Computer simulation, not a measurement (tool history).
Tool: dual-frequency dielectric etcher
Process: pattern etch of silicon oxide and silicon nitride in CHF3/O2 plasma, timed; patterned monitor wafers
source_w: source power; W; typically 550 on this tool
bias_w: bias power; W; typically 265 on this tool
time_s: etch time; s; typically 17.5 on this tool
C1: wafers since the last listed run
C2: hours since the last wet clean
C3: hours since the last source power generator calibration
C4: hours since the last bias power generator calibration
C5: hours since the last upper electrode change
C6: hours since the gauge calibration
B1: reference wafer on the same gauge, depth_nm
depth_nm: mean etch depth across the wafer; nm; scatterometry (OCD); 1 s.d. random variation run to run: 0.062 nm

run 1 hour=0 | source_w=550 bias_w=265 time_s=17.5 | C1=0 C2=233.4 C3=2503.5 C4=3291.9 C5=3774.4 C6=79.6 | B1=26.28 | depth_nm=29.36
run 2 hour=14.6 | source_w=550 bias_w=265 time_s=17.5 | C1=205 C2=248 C3=2518.1 C4=3306.5 C5=3789 C6=94.2 | B1=26.3 | depth_nm=29.36
run 3 hour=28.2 | source_w=550 bias_w=265 time_s=17.5 | C1=191 C2=261.6 C3=2531.7 C4=3320.1 C5=3802.6 C6=107.8 | B1=26.31 | depth_nm=29.44
run 4 hour=48.2 | source_w=650 bias_w=265 time_s=17.5 | C1=281 C2=281.6 C3=2551.7 C4=3340.1 C5=3822.6 C6=127.8 | B1=26.29 | depth_nm=31.42
run 5 hour=60.5 | source_w=550 bias_w=265 time_s=20.5 | C1=173 C2=293.9 C3=2564 C4=3352.4 C5=3834.9 C6=140.1 | B1=26.32 | depth_nm=34.43
run 6 hour=75.9 | source_w=550 bias_w=265 time_s=20.5 | C1=216 C2=309.3 C3=2579.4 C4=3367.8 C5=3850.3 C6=155.5 | B1=26.31 | depth_nm=34.49
-- hour=100.2 bias power generator calibrated
run 7 hour=100.7 | source_w=550 bias_w=265 time_s=20.5 | C1=293 C2=334.1 C3=2604.2 C4=0.5 C5=3875.1 C6=180.3 | B1=26.29 | depth_nm=34.44
run 8 hour=119 | source_w=550 bias_w=265 time_s=21 | C1=257 C2=352.4 C3=2622.5 C4=18.8 C5=3893.4 C6=198.6 | B1=26.32 | depth_nm=35.34
run 9 hour=152.4 | source_w=610 bias_w=311 time_s=15 | C1=470 C2=385.8 C3=2655.9 C4=52.2 C5=3926.8 C6=232 | B1=26.3 | depth_nm=27.76
-- hour=178.6 source power generator calibrated
-- hour=182.1 gauge calibrated
-- hour=183.3 wet clean of the chamber
run 10 hour=183.8 | source_w=550 bias_w=265 time_s=17.5 | C1=319 C2=0.5 C3=5.2 C4=83.6 C5=3958.2 C6=1.7 | B1=26.29 | depth_nm=28.94
run 11 hour=187.6 | source_w=670 bias_w=316 time_s=21 | C1=53 C2=4.3 C3=9 C4=87.4 C5=3962 C6=5.5 | B1=26.31 | depth_nm=39.68
-- hour=241.8 upper electrode replaced, of another model than before
run 12 hour=242.3 | source_w=450 bias_w=265 time_s=17.5 | C1=432 C2=59 C3=63.7 C4=142.1 C5=0.5 C6=60.2 | B1=26.31 | depth_nm=27.38
run 13 hour=242.6 | source_w=550 bias_w=248 time_s=17.5 | C1=4 C2=59.3 C3=64 C4=142.4 C5=0.8 C6=60.5 | B1=26.31 | depth_nm=28.17
run 14 hour=269.1 | source_w=510 bias_w=218 time_s=20.5 | C1=373 C2=85.8 C3=90.5 C4=168.9 C5=27.3 C6=87 | B1=26.28 | depth_nm=30.21
run 15 hour=297.7 | source_w=610 bias_w=265 time_s=17.5 | C1=402 C2=114.4 C3=119.1 C4=197.5 C5=55.9 C6=115.6 | B1=26.32 | depth_nm=30.08
run 16 hour=330.8 | source_w=500 bias_w=201 time_s=15 | C1=466 C2=147.5 C3=152.2 C4=230.6 C5=89 C6=148.7 | B1=26.29 | depth_nm=21.17

Forecast each of these 4 alternatives for the next run:
run A hour=331.2 | source_w=550 bias_w=265 time_s=17.5 | C1=5 C2=147.9 C3=152.6 C4=231 C5=89.4 C6=149.1 | B1=? | depth_nm=?
run B hour=331.2 | source_w=650 bias_w=324 time_s=21 | C1=5 C2=147.9 C3=152.6 C4=231 C5=89.4 C6=149.1 | B1=? | depth_nm=?
run C hour=331.2 | source_w=490 bias_w=226 time_s=14.5 | C1=5 C2=147.9 C3=152.6 C4=231 C5=89.4 C6=149.1 | B1=? | depth_nm=?
run D hour=331.2 | source_w=600 bias_w=265 time_s=20.5 | C1=5 C2=147.9 C3=152.6 C4=231 C5=89.4 C6=149.1 | B1=? | depth_nm=?

run=A B1=26.27 depth_nm=29.09
run=B B1=26.27 depth_nm=40.42
run=C B1=26.27 depth_nm=21.53
run=D B1=26.27 depth_nm=34.98
With no hidden state in the tool, these same runs would have given:
run=A depth_nm=28.9
run=B depth_nm=40.16
run=C depth_nm=21.39
run=D depth_nm=34.75
